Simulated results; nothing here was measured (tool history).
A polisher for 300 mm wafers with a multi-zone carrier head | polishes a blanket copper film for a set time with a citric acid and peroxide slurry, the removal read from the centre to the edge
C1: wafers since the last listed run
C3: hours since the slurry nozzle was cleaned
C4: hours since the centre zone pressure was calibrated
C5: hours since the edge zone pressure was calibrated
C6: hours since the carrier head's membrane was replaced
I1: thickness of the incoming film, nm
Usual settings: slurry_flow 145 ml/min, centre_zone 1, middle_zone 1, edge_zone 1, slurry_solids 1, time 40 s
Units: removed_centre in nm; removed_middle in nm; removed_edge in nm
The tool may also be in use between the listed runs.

Run 1, hour 0: usual settings but slurry_flow 180 ml/min, slurry_solids 1.2, time 49 s; C1 0; wafers polished on this pad 603; C3 22.4; C4 689; C5 19.2; C6 1698.9; I1 707.9. Result: removed_centre 191.8 nm, removed_middle 197.4 nm, removed_edge 193 nm.
Run 2, hour 9.9: usual settings; C1 93; wafers polished on this pad 697; C3 32.3; C4 698.9; C5 29.1; C6 1708.8; I1 712.8. Result: removed_centre 140.2 nm, removed_middle 143.9 nm, removed_edge 145.7 nm.
At hour 19.7: carrier head's membrane replaced by a new one.
Run 3, hour 20.2: usual settings; C1 50; wafers polished on this pad 747; C3 42.6; C4 709.2; C5 39.4; C6 0.5; I1 711.1. Result: removed_centre 136.5 nm, removed_middle 144.7 nm, removed_edge 147.2 nm.
Run 4, hour 31: usual settings but time 46 s; C1 102; wafers polished on this pad 850; C3 53.4; C4 720; C5 50.2; C6 11.3; I1 696.5. Result: removed_centre 160.4 nm, removed_middle 164.8 nm, removed_edge 167.7 nm.
At hour 38.6: worn pad replaced by a new one.
Run 5, hour 45: usual settings but centre_zone 0.96, middle_zone 0.96, edge_zone 0.9, time 31 s; C1 94; wafers polished on this pad 61; C3 67.4; C4 734; C5 64.2; C6 25.3; I1 711.6. Result: removed_centre 99.9 nm, removed_middle 107 nm, removed_edge 107.3 nm.
Run 6, hour 55.1: usual settings but slurry_solids 0.8, time 28 s; C1 95; wafers polished on this pad 156; C3 77.5; C4 744.1; C5 74.3; C6 35.4; I1 718.4. Result: removed_centre 88.8 nm, removed_middle 92.5 nm, removed_edge 94.9 nm.
Run 7, hour 64.5: usual settings but edge_zone 0.92; C1 89; wafers polished on this pad 245; C3 86.9; C4 753.5; C5 83.7; C6 44.8; I1 718.7. Result: removed_centre 132.5 nm, removed_middle 138.9 nm, removed_edge 136 nm.
Run 8, hour 81.1: usual settings but centre_zone 1.05, middle_zone 1.11, time 52 s; C1 157; wafers polished on this pad 403; C3 103.5; C4 770.1; C5 100.3; C6 61.4; I1 707.7. Result: removed_centre 178.7 nm, removed_middle 188.6 nm, removed_edge 182.9 nm.
Run 9, hour 90.8: usual settings but slurry_flow 190 ml/min, time 27 s; C1 91; wafers polished on this pad 494; C3 113.2; C4 779.8; C5 110; C6 71.1; I1 724.4. Result: removed_centre 96.8 nm, removed_middle 99.4 nm, removed_edge 97.9 nm.
Run 10, hour 101.3: usual settings but slurry_flow 110 ml/min, centre_zone 0.91, slurry_solids 0.9; C1 99; wafers polished on this pad 594; C3 123.7; C4 790.3; C5 120.5; C6 81.6; I1 713.9. Result: removed_centre 98.5 nm, removed_middle 117.3 nm, removed_edge 126.4 nm.
At hour 110.3: centre zone pressure recalibrated.
Run 11, hour 115.5: usual settings but slurry_flow 115 ml/min; C1 115; wafers polished on this pad 710; C3 137.9; C4 5.2; C5 134.7; C6 95.8; I1 712.3. Result: removed_centre 114.2 nm, removed_middle 124.6 nm, removed_edge 131.3 nm.
Run 12, hour 126.4: usual settings but slurry_solids 1.25; C1 103; wafers polished on this pad 813; C3 148.8; C4 16.1; C5 145.6; C6 106.7; I1 713. Result: removed_centre 135.1 nm, removed_middle 144.1 nm, removed_edge 146.5 nm.
At hour 166.1: worn pad replaced by a new one.
Run 13, hour 176.1: usual settings but middle_zone 1.06; C1 432; wafers polished on this pad 94; C3 198.5; C4 65.8; C5 195.3; C6 156.4; I1 709.9. Result: removed_centre 125.5 nm, removed_middle 139.3 nm, removed_edge 137.2 nm.
At hour 199: slurry nozzle cleaned.
Run 14, hour 204.7: usual settings but middle_zone 1.08, edge_zone 0.96, slurry_solids 0.85; C1 261; wafers polished on this pad 356; C3 5.7; C4 94.4; C5 223.9; C6 185; I1 716.2. Result: removed_centre 139.7 nm, removed_middle 151.7 nm, removed_edge 138.8 nm.
Run 15, hour 215: usual settings but centre_zone 1.08; C1 97; wafers polished on this pad 454; C3 16; C4 104.7; C5 234.2; C6 195.3; I1 710.8. Result: removed_centre 154.8 nm, removed_middle 149 nm, removed_edge 148.7 nm.
Run 16, hour 224.7: usual settings but centre_zone 0.95, middle_zone 1.09, slurry_solids 0.8, time 44 s; C1 91; wafers polished on this pad 545; C3 25.7; C4 114.4; C5 243.9; C6 205; I1 719.6. Result: removed_centre 142 nm, removed_middle 162.8 nm, removed_edge 151.9 nm.
Run 17, hour 252.1: usual settings but slurry_flow 185 ml/min, centre_zone 1.09, time 34 s; C1 259; wafers polished on this pad 805; C3 53.1; C4 141.8; C5 271.3; C6 232.4; I1 713.1. Result: removed_centre 139 nm, removed_middle 131.1 nm, removed_edge 127.5 nm.
Run 18, hour 263.4: usual settings but slurry_flow 130 ml/min, centre_zone 1.12; C1 107; wafers polished on this pad 912; C3 64.4; C4 153.1; C5 282.6; C6 243.7; I1 707.7. Result: removed_centre 148 nm, removed_middle 138.8 nm, removed_edge 143.2 nm.
At hour 269.2: worn pad replaced by a new one.
Run 19, hour 274.4: usual settings; C1 66; wafers polished on this pad 49; C3 75.4; C4 164.1; C5 293.6; C6 254.7; I1 705.4. Result: removed_centre 133.3 nm, removed_middle 142.7 nm, removed_edge 143.9 nm.
Run 20, hour 281.1: usual settings; C1 63; wafers polished on this pad 112; C3 82.1; C4 170.8; C5 300.3; C6 261.4; I1 717.4. Result: removed_centre 134.8 nm, removed_middle 141.2 nm, removed_edge 141 nm.
Run 21, hour 293.9: usual settings; C1 121; wafers polished on this pad 233; C3 94.9; C4 183.6; C5 313.1; C6 274.2; I1 715.3. Result: removed_centre 130.9 nm, removed_middle 140.3 nm, removed_edge 141.4 nm.

The same runs without the tool's hidden state, with the same run-to-run variation:
The hidden state here: removal rate lost through wear of the pad, %; slurry flow missing at the pad, %; deviation of the centre zone's pressure from its setpoint, %; deviation of the edge zone's pressure from its setpoint, %.
run  removed_centre  removed_middle  removed_edge
  1           198.4           203.4         197.3
  2           148.1             151         150.7
  3           145.9           153.3         153.3
  4           173.3           176.4         175.9
  5           109.4           115.8         113.4
  6            98.1           100.9         100.8
  7           147.4           152.4         145.1
  8           201.2           209.1         196.4
  9           106.2           107.9         103.9
 10           117.5           136.5         139.4
 11           136.3             145           145
 12           155.6           162.9         159.4
 13           146.7           159.4         150.5
 14           141.4           153.3         139.8
 15           158.7           152.2         150.9
 16             147           167.9         155.2
 17           145.8           136.8         131.5
 18           160.6             149         150.4
 19           144.6           153.2         151.2
 20           146.9           152.2         148.7
 21           143.9           152.4         149.8
